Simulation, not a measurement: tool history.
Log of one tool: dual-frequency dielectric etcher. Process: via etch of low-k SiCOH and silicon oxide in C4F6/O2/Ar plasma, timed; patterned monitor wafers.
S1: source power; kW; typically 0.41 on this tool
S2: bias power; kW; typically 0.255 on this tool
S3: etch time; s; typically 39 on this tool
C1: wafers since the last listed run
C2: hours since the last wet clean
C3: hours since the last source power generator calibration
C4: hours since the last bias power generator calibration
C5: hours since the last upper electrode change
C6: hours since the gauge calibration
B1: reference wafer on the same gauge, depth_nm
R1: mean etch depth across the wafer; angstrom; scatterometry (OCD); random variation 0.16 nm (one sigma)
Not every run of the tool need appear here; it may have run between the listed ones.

{"run": 1, "day": 0.0, "S1": 0.41, "S2": 0.255, "S3": 39, "C1": 0, "C2": 297.6, "C3": 2374.3, "C4": 3296.6, "C5": 3040.8, "C6": 83.3, "B1": 122, "R1": 1082}
{"run": 2, "day": 0.996, "S1": 0.41, "S2": 0.255, "S3": 39, "C1": 310, "C2": 321.5, "C3": 2398.2, "C4": 3320.5, "C5": 3064.7, "C6": 107.2, "B1": 122.1, "R1": 1079}
{"run": 3, "day": 2.042, "S1": 0.41, "S2": 0.289, "S3": 33.5, "C1": 325, "C2": 346.6, "C3": 2423.3, "C4": 3345.6, "C5": 3089.8, "C6": 132.3, "B1": 122, "R1": 968}
{"run": 4, "day": 3.254, "S1": 0.41, "S2": 0.255, "S3": 39, "C1": 377, "C2": 375.7, "C3": 2452.4, "C4": 3374.7, "C5": 3118.9, "C6": 161.4, "B1": 122, "R1": 1077}
{"run": 5, "day": 4.225, "S1": 0.35, "S2": 0.255, "S3": 30.5, "C1": 302, "C2": 399, "C3": 2475.7, "C4": 3398, "C5": 3142.2, "C6": 184.7, "B1": 122, "R1": 808}
{"day": 5.642, "done": "upper electrode replaced"}
{"day": 5.783, "done": "source power generator calibrated"}
{"run": 6, "day": 5.804, "S1": 0.35, "S2": 0.255, "S3": 30.5, "C1": 135, "C2": 436.9, "C3": 0.5, "C4": 3435.9, "C5": 3.9, "C6": 222.6, "B1": 122, "R1": 802}
{"run": 7, "day": 5.821, "S1": 0.35, "S2": 0.255, "S3": 30.5, "C1": 5, "C2": 437.3, "C3": 0.9, "C4": 3436.3, "C5": 4.3, "C6": 223, "B1": 122.1, "R1": 806}
{"run": 8, "day": 6.617, "S1": 0.41, "S2": 0.255, "S3": 39, "C1": 247, "C2": 456.4, "C3": 20, "C4": 3455.4, "C5": 23.4, "C6": 242.1, "B1": 122.1, "R1": 1071}
{"day": 8.617, "done": "wet clean of the chamber"}
{"run": 9, "day": 8.638, "S1": 0.36, "S2": 0.255, "S3": 39, "C1": 317, "C2": 0.5, "C3": 68.5, "C4": 3503.9, "C5": 71.9, "C6": 290.6, "B1": 122, "R1": 1056}
{"day": 9.317, "done": "bias power generator calibrated"}
{"run": 10, "day": 9.338, "S1": 0.5, "S2": 0.203, "S3": 34.5, "C1": 166, "C2": 17.3, "C3": 85.3, "C4": 0.5, "C5": 88.7, "C6": 307.4, "B1": 122, "R1": 955}
{"run": 11, "day": 9.9, "S1": 0.44, "S2": 0.305, "S3": 33.5, "C1": 175, "C2": 30.8, "C3": 98.8, "C4": 14, "C5": 102.2, "C6": 320.9, "B1": 122, "R1": 1017}
{"run": 12, "day": 10.912, "S1": 0.41, "S2": 0.237, "S3": 32.5, "C1": 315, "C2": 55.1, "C3": 123.1, "C4": 38.3, "C5": 126.5, "C6": 345.2, "B1": 121.9, "R1": 889}
{"day": 11.433, "done": "gauge calibrated"}
{"run": 13, "day": 12.075, "S1": 0.41, "S2": 0.255, "S3": 39, "C1": 361, "C2": 83, "C3": 151, "C4": 66.2, "C5": 154.4, "C6": 15.4, "B1": 122, "R1": 1093}
{"run": 14, "day": 13.467, "S1": 0.41, "S2": 0.273, "S3": 39, "C1": 433, "C2": 116.4, "C3": 184.4, "C4": 99.6, "C5": 187.8, "C6": 48.8, "B1": 121.9, "R1": 1116}
{"run": 15, "day": 14.921, "S1": 0.35, "S2": 0.255, "S3": 30.5, "C1": 452, "C2": 151.3, "C3": 219.3, "C4": 134.5, "C5": 222.7, "C6": 83.7, "B1": 121.9, "R1": 815}
{"run": 16, "day": 15.521, "S1": 0.41, "S2": 0.303, "S3": 39, "C1": 186, "C2": 165.7, "C3": 233.7, "C4": 148.9, "C5": 237.1, "C6": 98.1, "B1": 122, "R1": 1154}

Predict each of these 3 candidate next runs independently; none follows another, all start after run 16:
{"run": "A", "day": 15.538, "S1": 0.41, "S2": 0.255, "S3": 39, "C1": 5, "C2": 166.1, "C3": 234.1, "C4": 149.3, "C5": 237.5, "C6": 98.5, "B1": "?", "R1": "?"}
{"run": "B", "day": 15.538, "S1": 0.5, "S2": 0.238, "S3": 39, "C1": 5, "C2": 166.1, "C3": 234.1, "C4": 149.3, "C5": 237.5, "C6": 98.5, "B1": "?", "R1": "?"}
{"run": "C", "day": 15.538, "S1": 0.34, "S2": 0.283, "S3": 46.5, "C1": 5, "C2": 166.1, "C3": 234.1, "C4": 149.3, "C5": 237.5, "C6": 98.5, "B1": "?", "R1": "?"}

run=A B1=121.9 R1=1089
run=B B1=121.9 R1=1128
run=C B1=121.9 R1=1277
Stripped of hidden state, with their random variation kept, the same runs would have yielded:
run=A R1=1096
run=B R1=1135
run=C R1=1285
